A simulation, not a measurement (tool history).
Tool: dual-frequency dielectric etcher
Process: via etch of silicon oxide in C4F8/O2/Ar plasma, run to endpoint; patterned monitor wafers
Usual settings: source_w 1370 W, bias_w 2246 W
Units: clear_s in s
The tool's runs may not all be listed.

run    hour  source_w  bias_w  wafers since the last listed run  hours since the last wet clean  hours since the last source power generator calibration  hours since the last bias power generator calibration  hours since the last upper electrode change  incoming incoming film thickness, nm  clear_s
  1     0.0      1200    2246                                 0                           244.4                                                   1317.4                                                 3790.9                                       3807.1                                1818.0    440.5
  2    44.8      1290    2393                               203                           289.2                                                   1362.2                                                 3835.7                                       3851.9                                1815.0    427.5
  3    76.2      1370    2246                               142                           320.6                                                   1393.6                                                 3867.1                                       3883.3                                1820.1    430.8
  4   103.4      1370    2246                               123                           347.8                                                   1420.8                                                 3894.3                                       3910.5                                1792.2    422.9
      198.3  -- wet clean of the chamber
  5   198.8      1370    2246                               324                             0.5                                                   1516.2                                                 3989.7                                       4005.9                                1803.7    415.0
  6   227.8      1370    2246                               131                            29.5                                                   1545.2                                                 4018.7                                       4034.9                                1804.7    414.8
  7   280.3      1370    2246                               238                            82.0                                                   1597.7                                                 4071.2                                       4087.4                                1807.0    418.1
  8   350.4      1370    2246                               318                           152.1                                                   1667.8                                                 4141.3                                       4157.5                                1782.3    411.5
  9   404.1      1370    2246                               244                           205.8                                                   1721.5                                                 4195.0                                       4211.2                                1782.6    421.7
      597.9  -- wet clean of the chamber
 10   598.4      1470    2122                               774                             0.5                                                   1915.8                                                 4389.3                                       4405.5                                1820.9    416.0
 11   640.8      1470    2122                               192                            42.9                                                   1958.2                                                 4431.7                                       4447.9                                1822.0    419.3
 12   671.8      1370    2246                               140                            73.9                                                   1989.2                                                 4462.7                                       4478.9                                1806.7    422.4
 13   733.0      1370    2246                               278                           135.1                                                   2050.4                                                 4523.9                                       4540.1                                1810.9    419.1
 14   853.8      1370    2246                               549                           255.9                                                   2171.2                                                 4644.7                                       4660.9                                1785.4    418.1
      933.8  -- upper electrode replaced, of another model than before
     1006.7  -- wet clean of the chamber
 15  1007.0      1220    2735                               478                             0.3                                                   2324.4                                                 4797.9                                         73.2                                1816.4    404.2
 16  1164.7      1530    2246                               716                           158.0                                                   2482.1                                                 4955.6                                        230.9                                1804.0    397.0
     1183.1  -- bias power generator calibrated
 17  1221.6      1250    2246                               240                           214.9                                                   2539.0                                                   38.5                                        287.8                                1802.7    444.5
 18  1255.9      1370    2101                               155                           249.2                                                   2573.3                                                   72.8                                        322.1                                1799.6    441.6
 19  1294.5      1570    2657                               175                           287.8                                                   2611.9                                                  111.4                                        360.7                                1802.9    366.6
     1351.6  -- source power generator calibrated
 20  1352.1      1370    2246                               243                           345.4                                                      0.5                                                  169.0                                        418.3                                1816.4    434.0
 21  1390.2      1370    2246                               173                           383.5                                                     38.6                                                  207.1                                        456.4                                1819.2    433.7
 22  1449.3      1370    2246                               268                           442.6                                                     97.7                                                  266.2                                        515.5                                1818.1    433.5
 23  1477.0      1110    2431                               125                           470.3                                                    125.4                                                  293.9                                        543.2                                1800.9    461.1
     1515.2  -- wet clean of the chamber
 24  1527.6      1540    2246                               120                            12.4                                                    176.0                                                  344.5                                        593.8                                1804.5    392.7
 25  1580.3      1370    1930                               239                            65.1                                                    228.7                                                  397.2                                        646.5                                1787.3    447.2
 26  1635.5      1370    2246                               250                           120.3                                                    283.9                                                  452.4                                        701.7                                1821.5    423.9
 27  1665.2      1630    1783                               135                           150.0                                                    313.6                                                  482.1                                        731.4                                1802.8    435.0
 28  1709.5      1100    1944                               201                           194.3                                                    357.9                                                  526.4                                        775.7                                1810.4    513.1

4 ways to go on from here, each from the tool as it stands after run 28. What would each give?
  A  1710.0      1370    1992                                 2                           194.8                                                    358.4                                                  526.9                                        776.2                                1808.4        ?
  B  1710.0      1370    1813                                 2                           194.8                                                    358.4                                                  526.9                                        776.2                                1808.4        ?
  C  1710.0      1040    2418                                 2                           194.8                                                    358.4                                                  526.9                                        776.2                                1808.4        ?
  D  1710.0      1370    2411                                 2                           194.8                                                    358.4                                                  526.9                                        776.2                                1808.4        ?

run  clear_s
  A    450.8
  B    475.8
  C    467.2
  D    407.0
Without the tool's hidden state the same runs would have given:
run  clear_s
  A    444.9
  B    469.6
  C    461.1
  D    401.7
